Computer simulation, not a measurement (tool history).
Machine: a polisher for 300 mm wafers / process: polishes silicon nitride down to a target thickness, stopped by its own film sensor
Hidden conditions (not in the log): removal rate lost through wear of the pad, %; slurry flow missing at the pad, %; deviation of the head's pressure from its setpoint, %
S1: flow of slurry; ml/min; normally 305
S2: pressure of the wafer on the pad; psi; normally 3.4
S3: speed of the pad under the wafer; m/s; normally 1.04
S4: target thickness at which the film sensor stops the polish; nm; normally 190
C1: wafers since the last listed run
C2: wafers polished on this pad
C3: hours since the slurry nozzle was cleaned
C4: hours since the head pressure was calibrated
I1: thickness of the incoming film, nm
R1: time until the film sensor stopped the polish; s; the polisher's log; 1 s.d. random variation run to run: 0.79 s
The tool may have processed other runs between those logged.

run 1 day=0.000 | S1=245 S2=3.4 S3=1.04 S4=190 | C1=0 C2=597 C3=276.4 C4=979.6 | I1=368.3 | R1=98.5
run 2 day=2.908 | S1=245 S2=3.4 S3=1.04 S4=190 | C1=736 C2=1334 C3=346.2 C4=1049.4 | I1=360.6 | R1=97.6
-- day=3.108 worn pad replaced by a new one
run 3 day=5.288 | S1=305 S2=3.4 S3=1.04 S4=190 | C1=560 C2=551 C3=403.3 C4=1106.5 | I1=364.2 | R1=94.0
run 4 day=6.404 | S1=305 S2=2.5 S3=1.04 S4=190 | C1=282 C2=834 C3=430.1 C4=1133.3 | I1=352.1 | R1=121.0
-- day=9.008 worn pad replaced by a new one
run 5 day=9.108 | S1=305 S2=2.5 S3=1.04 S4=190 | C1=642 C2=25 C3=495.0 C4=1198.2 | I1=358.0 | R1=116.1
run 6 day=11.104 | S1=305 S2=3.4 S3=0.80 S4=190 | C1=505 C2=530 C3=542.9 C4=1246.1 | I1=353.2 | R1=108.9
run 7 day=12.512 | S1=305 S2=3.4 S3=1.04 S4=190 | C1=356 C2=887 C3=576.7 C4=1279.9 | I1=365.0 | R1=97.6
-- day=12.667 head pressure recalibrated
-- day=13.033 slurry nozzle cleaned
run 8 day=14.988 | S1=305 S2=3.4 S3=0.88 S4=168 | C1=595 C2=1482 C3=46.9 C4=55.7 | I1=356.0 | R1=120.2
-- day=15.692 worn pad replaced by a new one
run 9 day=17.208 | S1=305 S2=3.4 S3=0.72 S4=238 | C1=520 C2=384 C3=100.2 C4=109.0 | I1=359.7 | R1=88.4
run 10 day=20.192 | S1=335 S2=3.4 S3=0.94 S4=155 | C1=755 C2=1139 C3=171.8 C4=180.6 | I1=360.6 | R1=125.1
-- day=21.262 worn pad replaced by a new one
run 11 day=21.292 | S1=335 S2=3.4 S3=1.34 S4=151 | C1=236 C2=7 C3=198.2 C4=207.0 | I1=359.3 | R1=88.8
run 12 day=22.458 | S1=305 S2=2.5 S3=1.04 S4=190 | C1=295 C2=302 C3=226.2 C4=235.0 | I1=364.7 | R1=128.1
run 13 day=25.421 | S1=305 S2=3.4 S3=0.70 S4=190 | C1=750 C2=1052 C3=297.3 C4=306.1 | I1=362.1 | R1=133.6
run 14 day=26.442 | S1=215 S2=4.4 S3=1.04 S4=168 | C1=258 C2=1311 C3=321.8 C4=330.6 | I1=360.8 | R1=87.5
-- day=28.258 worn pad replaced by a new one
run 15 day=28.908 | S1=235 S2=3.0 S3=1.34 S4=222 | C1=582 C2=164 C3=381.0 C4=389.8 | I1=362.5 | R1=68.9
run 16 day=31.638 | S1=210 S2=4.3 S3=1.38 S4=172 | C1=691 C2=855 C3=446.5 C4=455.3 | I1=359.1 | R1=68.0

Forecast each of these 5 alternatives for the next run:
run A day=31.658 | S1=305 S2=3.4 S3=1.04 S4=190 | C1=5 C2=860 C3=447.0 C4=455.8 | I1=362.4 | R1=?
run B day=31.658 | S1=305 S2=2.3 S3=1.04 S4=206 | C1=5 C2=860 C3=447.0 C4=455.8 | I1=362.4 | R1=?
run C day=31.658 | S1=215 S2=2.8 S3=1.04 S4=144 | C1=5 C2=860 C3=447.0 C4=455.8 | I1=362.4 | R1=?
run D day=31.658 | S1=305 S2=2.6 S3=1.04 S4=208 | C1=5 C2=860 C3=447.0 C4=455.8 | I1=362.4 | R1=?
run E day=31.658 | S1=305 S2=3.4 S3=1.38 S4=190 | C1=5 C2=860 C3=447.0 C4=455.8 | I1=362.4 | R1=?

run=A R1=94.8
run=B R1=126.6
run=C R1=150.2
run=D R1=110.7
run=E R1=75.6
Stripped of hidden state, with their random variation kept, the same runs would have yielded:
run=A R1=87.0
run=B R1=116.1
run=C R1=137.8
run=D R1=101.6
run=E R1=69.4

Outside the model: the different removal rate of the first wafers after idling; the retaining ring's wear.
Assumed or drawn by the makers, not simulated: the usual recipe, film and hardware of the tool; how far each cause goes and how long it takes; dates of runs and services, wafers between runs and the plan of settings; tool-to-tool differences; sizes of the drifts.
